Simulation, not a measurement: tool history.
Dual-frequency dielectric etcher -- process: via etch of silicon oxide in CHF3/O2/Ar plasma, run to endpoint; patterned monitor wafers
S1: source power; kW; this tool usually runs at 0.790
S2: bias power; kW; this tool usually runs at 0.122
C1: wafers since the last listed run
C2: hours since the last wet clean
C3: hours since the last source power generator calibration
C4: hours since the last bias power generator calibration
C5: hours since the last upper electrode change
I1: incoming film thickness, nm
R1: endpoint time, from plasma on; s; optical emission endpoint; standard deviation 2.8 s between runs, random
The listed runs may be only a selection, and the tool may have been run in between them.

run	day	S1	S2	C1	C2	C3	C4	C5	I1	R1
1	0.000	0.650	0.141	0	123.8	1206.5	4032.8	2804.9	729.0	364.5
2	1.850	0.790	0.122	207	168.2	1250.9	4077.2	2849.3	725.2	351.9
3	4.558	0.790	0.122	303	233.2	1315.9	4142.2	2914.3	734.4	359.7
4	7.054	0.790	0.122	279	293.1	1375.8	4202.1	2974.2	726.6	366.1
# day 10.033: wet clean of the chamber
5	14.329	0.650	0.122	702	103.1	1550.4	4376.7	3148.8	725.1	378.4
6	15.779	0.650	0.122	162	137.9	1585.2	4411.5	3183.6	723.4	383.4
# day 16.829: upper electrode replaced
7	17.175	0.650	0.122	44	171.4	1618.7	4445.0	8.3	721.6	381.1
8	18.175	0.910	0.122	111	195.4	1642.7	4469.0	32.3	729.1	341.0
# day 20.462: source power generator calibrated
9	20.588	0.910	0.122	251	253.3	3.0	4526.9	90.2	724.2	345.6
10	23.092	0.790	0.122	280	313.4	63.1	4587.0	150.3	730.3	364.2
# day 25.425: wet clean of the chamber
11	25.700	0.790	0.122	180	6.6	125.7	4649.6	212.9	728.2	345.3
12	26.904	0.640	0.139	134	35.5	154.6	4678.5	241.8	735.0	363.6
13	27.962	0.790	0.097	118	60.9	180.0	4703.9	267.2	735.9	377.5
# day 30.758: bias power generator calibrated
14	30.779	0.620	0.110	296	128.5	247.6	0.5	334.8	731.1	403.8
15	33.421	0.980	0.148	295	191.9	311.0	63.9	398.2	729.4	309.7
16	35.808	0.740	0.151	267	249.2	368.3	121.2	455.5	726.2	338.2
17	38.450	0.790	0.146	295	312.6	431.7	184.6	518.9	731.3	341.7
# day 40.821: wet clean of the chamber
18	40.842	0.790	0.122	155	0.5	489.1	242.0	576.3	726.0	350.1
19	42.442	0.950	0.151	179	38.9	527.5	280.4	614.7	726.2	306.3
20	44.342	0.610	0.099	212	84.5	573.1	326.0	660.3	726.5	418.5
21	45.725	0.790	0.122	154	117.7	606.3	359.2	693.5	720.7	348.7
22	47.192	0.660	0.142	164	152.9	641.5	394.4	728.7	731.0	362.1

Across each entry between runs, compare the hidden state at the last listed run before it with the hidden state at the first listed run after it:
Run 4 -> run 5: wet clean of the chamber (day 10.033)
  etch rate over this chamber's usual, %: -3.18 -> -1.29
  measured minus no-state result, R1: +11.6 -> +4.9 s
Run 6 -> run 7: upper electrode replaced (day 16.829)
  etch rate over this chamber's usual, %: -1.75 -> -2.2
  measured minus no-state result, R1: +6.7 -> +8.3 s
Run 8 -> run 9: source power generator calibrated (day 20.462)
  etch rate over this chamber's usual, %: -2.52 -> -3.28
  measured minus no-state result, R1: +8.6 -> +11.4 s
Run 10 -> run 11: wet clean of the chamber (day 25.425)
  etch rate over this chamber's usual, %: -4.08 -> 0.985
  measured minus no-state result, R1: +14.9 -> -3.4 s
Run 13 -> run 14: bias power generator calibrated (day 30.758)
  etch rate over this chamber's usual, %: 0.267 -> -0.627
  measured minus no-state result, R1: -1.0 -> +2.6 s
Run 17 -> run 18: wet clean of the chamber (day 40.821)
  etch rate over this chamber's usual, %: -3.06 -> -0.12
  measured minus no-state result, R1: +10.5 -> +0.5 s
